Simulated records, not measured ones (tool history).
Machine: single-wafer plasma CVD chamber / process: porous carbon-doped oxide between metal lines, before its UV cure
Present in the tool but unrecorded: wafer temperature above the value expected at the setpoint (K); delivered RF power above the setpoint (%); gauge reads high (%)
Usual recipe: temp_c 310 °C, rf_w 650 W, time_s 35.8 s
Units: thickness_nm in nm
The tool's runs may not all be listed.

run,hour,temp_c,rf_w,time_s,wafers since the last listed run,hours since the last thermocouple change,hours since the last RF generator calibration,hours since the showerhead was replaced,hours since the gauge calibration,"read-back reference wafer on the same gauge, thickness_nm",thickness_nm
1,0,310,650,35.8,0,2148,2334,7072.9,219.3,199.98,200.712
2,6.4,310,650,35.8,160,2154.4,2340.4,7079.3,225.7,199.933,201.329
3,22.7,310,650,35.8,409,2170.7,2356.7,7095.6,242,200.075,201.126
4,31,310,650,35.8,208,2179,2365,7103.9,250.3,199.928,200.03
5,41.7,310,650,35.8,268,2189.7,2375.7,7114.6,261,199.95,200.769
6,50.7,310,650,40,225,2198.7,2384.7,7123.6,270,200.151,223.591
7,68.2,310,650,40,439,2216.2,2402.2,7141.1,287.5,199.918,224.082
8,85.7,300,570,35.8,439,2233.7,2419.7,7158.6,305,199.97,204.298
9,129.8,300,570,35.8,1107,2277.8,2463.8,7202.7,349.1,200.123,204.107
10,145.5,310,650,41.3,394,2293.5,2479.5,7218.4,364.8,199.986,230.066
11,164.2,310,600,35.8,469,2312.2,2498.2,7237.1,383.5,200.115,194.707
# hour 175.9: showerhead replaced
12,179.5,310,600,35.8,183,2327.5,2513.5,3.6,398.8,199.974,194.522
13,188.5,310,600,35.8,225,2336.5,2522.5,12.6,407.8,200.089,194.552
14,199.7,303,650,35.8,281,2347.7,2533.7,23.8,419,200.087,208.797
15,206.2,310,650,35.8,163,2354.2,2540.2,30.3,425.5,200.02,199.739
# hour 227.5: RF generator calibrated
16,228,310,650,35.8,346,2376,0.5,52.1,447.3,199.932,206.589
17,237.4,321,585,31.5,235,2385.4,9.9,61.5,456.7,199.968,165.179
18,244.9,321,585,31.5,188,2392.9,17.4,69,464.2,200.073,165.759
19,252.8,310,650,35.8,198,2400.8,25.3,76.9,472.1,200.003,207.087

Estimate the outcome of run 20 from the log above:
20,266.5,310,650,35.8,343,2414.5,39,90.6,485.8,?,?

read-back reference wafer on the same gauge, thickness_nm: 199.912
thickness_nm: 207.326 nm
On a tool with no hidden condition, and with the same random variation, this run would have come out at thickness_nm 207.619 nm.
